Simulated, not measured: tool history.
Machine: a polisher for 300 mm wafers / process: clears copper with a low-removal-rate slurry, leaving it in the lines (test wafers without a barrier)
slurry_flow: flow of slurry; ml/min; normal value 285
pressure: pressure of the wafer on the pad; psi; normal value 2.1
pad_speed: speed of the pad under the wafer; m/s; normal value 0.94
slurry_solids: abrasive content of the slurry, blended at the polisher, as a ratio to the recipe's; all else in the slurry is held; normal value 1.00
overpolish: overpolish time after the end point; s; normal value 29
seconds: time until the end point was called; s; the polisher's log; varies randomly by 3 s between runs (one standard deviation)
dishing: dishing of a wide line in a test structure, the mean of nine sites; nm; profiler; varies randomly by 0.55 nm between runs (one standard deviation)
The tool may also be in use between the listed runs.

run     day  slurry_flow  pressure  pad_speed  slurry_solids  overpolish  wafers since the last listed run  wafers polished on this pad  hours since the slurry nozzle was cleaned  hours since the head pressure was calibrated  hours since the slurry blender was calibrated  incoming thickness of the incoming film, nm  seconds  dishing
  1   0.000          285       2.1       0.94           1.00          29                                 0                          765                                      188.2                                         506.4                                           91.2                                        278.9    151.2     32.1
  2   0.383          285       2.1       0.94           1.00          29                                64                          830                                      197.4                                         515.6                                          100.4                                        278.0    154.8     32.9
  3   0.683          285       2.1       0.94           1.00          29                                50                          881                                      204.6                                         522.8                                          107.6                                        283.0    152.9     33.5
  4   1.033          285       2.1       0.94           1.00          29                                59                          940                                      213.0                                         531.2                                          116.0                                        280.3    153.1     33.0
      2.412  -- worn pad replaced by a new one
  5   3.042          285       2.1       0.84           1.00          29                               311                          106                                      261.2                                         579.4                                          164.2                                        283.8    167.1     29.8
  6   3.504          285       2.1       0.94           1.00          29                                78                          184                                      272.3                                         590.5                                          175.3                                        280.3    156.8     32.7
  7   3.779          285       2.1       0.94           1.00          29                                46                          231                                      278.9                                         597.1                                          181.9                                        279.8    154.6     32.7
  8   4.483          285       2.1       0.94           1.00          29                               119                          350                                      295.8                                         614.0                                          198.8                                        276.1    155.6     32.1
  9   5.083          285       2.1       0.94           1.25          29                               101                          452                                      310.2                                         628.4                                          213.2                                        281.5    149.3     33.9
      5.533  -- slurry blender recalibrated
 10   5.762          285       2.1       0.94           1.00          29                               100                          552                                      326.5                                         644.7                                            5.5                                        279.3    155.3     32.8
 11   6.229          285       2.1       0.94           1.00          29                                78                          631                                      337.7                                         655.9                                           16.7                                        282.3    154.8     33.1
 12   6.596          330       2.1       0.94           1.00          21                                62                          693                                      346.5                                         664.7                                           25.5                                        281.1    159.7     25.4
 13   7.075          330       2.1       0.94           1.00          21                                81                          775                                      358.0                                         676.2                                           37.0                                        282.7    147.5     24.7
 14   7.383          285       2.1       0.94           1.00          29                                52                          827                                      365.4                                         683.6                                           44.4                                        279.7    154.9     33.2
      7.621  -- slurry nozzle cleaned
 15   7.754          345       1.4       0.94           1.00          45                                55                          882                                        3.2                                         692.5                                           53.3                                        277.2    214.2     34.4
 16   8.417          285       2.1       0.82           1.00          29                               112                          995                                       19.1                                         708.4                                           69.2                                        275.6    169.9     29.2
      8.646  -- head pressure recalibrated
 17   8.942          285       2.1       0.72           1.00          29                                74                         1069                                       31.7                                           7.1                                           81.8                                        280.0    188.8     26.7
      9.367  -- worn pad replaced by a new one
 18   9.571          365       1.7       1.14           0.90          29                                78                           34                                       46.8                                          22.2                                           96.9                                        284.7    152.6     31.5
 19  10.046          285       2.1       0.94           1.00          29                                80                          115                                       58.2                                          33.6                                          108.3                                        279.3    152.1     32.5
 20  10.458          320       2.1       0.94           1.00          20                                69                          184                                       68.1                                          43.5                                          118.2                                        280.1    152.6     23.2
 21  10.796          285       2.1       0.94           1.00          29                                57                          241                                       76.2                                          51.6                                          126.3                                        281.5    157.8     31.6
 22  11.375          360       2.5       0.94           1.00          29                                98                          339                                       90.1                                          65.5                                          140.2                                        280.6    126.8     38.3
 23  11.767          210       1.6       0.94           1.00          29                                66                          406                                       99.5                                          74.9                                          149.6                                        281.9    203.4     24.8
 24  12.096          315       2.4       0.94           0.75          20                                55                          461                                      107.4                                          82.8                                          157.5                                        279.1    135.2     27.1
 25  12.812          340       2.1       0.94           1.00          29                               121                          583                                      124.6                                         100.0                                          174.7                                        277.3    150.0     32.9
 26  13.308          185       1.5       0.94           0.75          21                                83                          667                                      136.5                                         111.9                                          186.6                                        279.7    221.1     17.0
 27  13.829          285       2.1       0.94           1.00          29                                88                          755                                      149.0                                         124.4                                          199.1                                        281.1    153.4     32.7
 28  14.142          285       2.1       0.94           1.00          29                                52                          808                                      156.5                                         131.9                                          206.6                                        279.0    155.3     32.1
 29  14.562          365       1.7       1.14           0.90          29                                71                          879                                      166.6                                         142.0                                          216.7                                        285.2    163.4     31.3
     15.233  -- slurry blender recalibrated
 30  15.254          285       2.1       0.94           1.00          29                               102                          982                                      183.2                                         158.6                                            0.5                                        275.9    145.6     32.8

How the hidden state differs across the entries between the runs, from the last listed run before each to the first after it:
In the gap between runs 4 and 5: worn pad replaced by a new one (day 2.412)
  no difference in the tool's unlogged condition between these two runs
In the gap between runs 9 and 10: slurry blender recalibrated (day 5.533)
  no difference in the tool's unlogged condition between these two runs
In the gap between runs 14 and 15: slurry nozzle cleaned (day 7.621)
  no difference in the tool's unlogged condition between these two runs
In the gap between runs 16 and 17: head pressure recalibrated (day 8.646)
  no difference in the tool's unlogged condition between these two runs
In the gap between runs 17 and 18: worn pad replaced by a new one (day 9.367)
  no difference in the tool's unlogged condition between these two runs
In the gap between runs 29 and 30: slurry blender recalibrated (day 15.233)
  no difference in the tool's unlogged condition between these two runs
